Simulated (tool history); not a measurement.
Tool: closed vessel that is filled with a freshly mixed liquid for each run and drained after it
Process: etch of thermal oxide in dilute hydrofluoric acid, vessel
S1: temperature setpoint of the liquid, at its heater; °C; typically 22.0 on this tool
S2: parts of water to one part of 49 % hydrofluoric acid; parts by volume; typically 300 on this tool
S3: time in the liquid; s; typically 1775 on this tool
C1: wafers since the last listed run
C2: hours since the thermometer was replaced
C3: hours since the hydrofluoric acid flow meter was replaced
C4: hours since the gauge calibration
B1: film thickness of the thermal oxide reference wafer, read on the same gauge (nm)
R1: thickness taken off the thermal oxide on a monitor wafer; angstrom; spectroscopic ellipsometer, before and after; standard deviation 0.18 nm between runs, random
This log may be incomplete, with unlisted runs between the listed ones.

run	hour	S1	S2	S3	C1	C2	C3	C4	B1	R1
1	0.0	22.0	300	1775	0	967.3	1683.8	600.5	39.99	226.0
2	33.8	22.0	300	1775	1683	1001.1	1717.6	634.3	40.02	225.3
3	49.8	22.0	300	1775	796	1017.1	1733.6	650.3	39.98	225.1
4	83.6	22.0	300	1775	1683	1050.9	1767.4	684.1	39.99	225.1
5	105.7	22.0	300	1775	1100	1073.0	1789.5	706.2	40.00	227.0
6	133.0	22.0	300	1775	1359	1100.3	1816.8	733.5	39.97	226.6
7	162.7	22.0	300	1775	1479	1130.0	1846.5	763.2	40.06	225.1
# hour 189.0: gauge calibrated
8	196.2	22.0	300	1775	1668	1163.5	1880.0	7.2	40.00	232.1
9	220.9	22.0	385	1775	1230	1188.2	1904.7	31.9	39.97	165.8
10	246.5	22.0	300	1775	1275	1213.8	1930.3	57.5	40.00	229.1
11	260.4	22.0	300	1775	692	1227.7	1944.2	71.4	39.97	230.4
12	277.2	22.0	300	1775	836	1244.5	1961.0	88.2	40.02	230.2
13	301.3	22.0	300	1250	1200	1268.6	1985.1	112.3	39.98	164.8
14	333.5	20.5	230	2180	1603	1300.8	2017.3	144.5	39.97	372.4
15	354.5	22.0	300	1775	1045	1321.8	2038.3	165.5	39.99	226.6
# hour 364.4: thermometer replaced
16	384.9	22.0	430	1775	1464	20.5	2068.7	195.9	40.01	133.3
17	441.3	22.0	300	1775	2809	76.9	2125.1	252.3	39.98	212.7
18	456.4	24.5	175	2555	752	92.0	2140.2	267.4	40.00	665.4
19	468.5	22.0	300	1775	602	104.1	2152.3	279.5	40.03	213.3
# hour 473.1: hydrofluoric acid flow meter replaced
20	492.6	22.0	250	2115	1150	128.2	19.5	303.6	39.99	322.6
21	527.6	23.5	300	1775	1743	163.2	54.5	338.6	40.03	226.9
22	549.0	17.5	170	2370	1065	184.6	75.9	360.0	39.98	487.0

For run 23, what comes out?
23	582.9	17.5	355	2580	1688	218.5	109.8	393.9	?	?

B1: 40.04
R1: 213.3 angstrom
Minus the tool's unlogged condition, the same run would have read R1 208.6 angstrom.
